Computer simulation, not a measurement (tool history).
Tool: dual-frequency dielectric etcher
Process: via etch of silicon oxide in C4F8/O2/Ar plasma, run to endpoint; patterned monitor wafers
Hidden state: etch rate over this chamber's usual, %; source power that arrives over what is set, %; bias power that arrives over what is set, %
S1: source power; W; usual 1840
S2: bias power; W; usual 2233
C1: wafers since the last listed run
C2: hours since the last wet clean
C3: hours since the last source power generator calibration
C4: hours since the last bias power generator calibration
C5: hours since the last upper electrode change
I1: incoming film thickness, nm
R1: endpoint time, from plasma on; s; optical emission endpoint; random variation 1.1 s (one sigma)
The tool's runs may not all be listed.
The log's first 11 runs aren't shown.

run,hour,S1,S2,C1,C2,C3,C4,C5,I1,R1
12,155.7,1840,2410,1,481.5,3136.2,3173.6,0.9,1005.1,202.1
13,162.7,1840,2410,29,488.5,3143.2,3180.6,7.9,1006.9,199.5
14,176.2,1840,2505,57,502.0,3156.7,3194.1,21.4,1009.4,199.3
# hour 213.1: wet clean of the chamber
15,213.6,1840,2505,57,0.5,3194.1,3231.5,58.8,1006.7,190.9
16,214.0,1840,2233,1,0.9,3194.5,3231.9,59.2,1024.3,200.3
# hour 219.7: bias power generator calibrated
17,220.2,1530,2478,9,7.1,3200.7,0.5,65.4,1011.1,212.3
18,233.5,2110,1708,56,20.4,3214.0,13.8,78.7,1015.8,199.8
19,242.5,2110,1708,38,29.4,3223.0,22.8,87.7,1005.2,198.3
20,275.4,1490,2233,140,62.3,3255.9,55.7,120.6,1003.6,221.3
21,290.1,1840,2432,62,77.0,3270.6,70.4,135.3,1010.1,193.9
22,314.9,1960,2001,105,101.8,3295.4,95.2,160.1,1011.2,198.9
23,327.7,1840,2233,54,114.6,3308.2,108.0,172.9,1013.1,200.7
24,337.8,1430,1825,43,124.7,3318.3,118.1,183.0,1011.0,242.5
25,348.4,1840,2649,45,135.3,3328.9,128.7,193.6,994.4,188.3
26,355.2,2110,1708,29,142.1,3335.7,135.5,200.4,1014.6,200.1
27,370.6,1840,2233,65,157.5,3351.1,150.9,215.8,1006.1,201.4
28,380.0,1840,2233,40,166.9,3360.5,160.3,225.2,1016.5,201.2
# hour 390.4: source power generator calibrated
29,390.9,1840,2233,29,177.8,0.5,171.2,236.1,1014.6,201.7
30,395.7,1840,1692,20,182.6,5.3,176.0,240.9,1020.8,219.9
31,445.1,2050,1776,211,232.0,54.7,225.4,290.3,1023.3,205.1
32,478.6,1840,1867,143,265.5,88.2,258.9,323.8,1007.1,212.8
33,489.9,1410,2233,48,276.8,99.5,270.2,335.1,1017.7,235.2
34,506.1,1380,2736,69,293.0,115.7,286.4,351.3,1016.7,226.0
35,512.3,2230,1802,26,299.2,121.9,292.6,357.5,1011.7,194.4
36,518.7,1420,1947,27,305.6,128.3,299.0,363.9,1010.6,242.5

3 ways to go on from here, each from the tool as it stands after run 36. What would each give?
A,519.2,1840,2233,2,306.1,128.8,299.5,364.4,1018.3,?
B,519.2,2250,2521,2,306.1,128.8,299.5,364.4,1018.3,?
C,519.2,1440,1914,2,306.1,128.8,299.5,364.4,1018.3,?

run,R1
A,205.5
B,179.7
C,244.3
Without the tool's hidden state the same runs would have given:
run,R1
A,201.7
B,176.4
C,239.8

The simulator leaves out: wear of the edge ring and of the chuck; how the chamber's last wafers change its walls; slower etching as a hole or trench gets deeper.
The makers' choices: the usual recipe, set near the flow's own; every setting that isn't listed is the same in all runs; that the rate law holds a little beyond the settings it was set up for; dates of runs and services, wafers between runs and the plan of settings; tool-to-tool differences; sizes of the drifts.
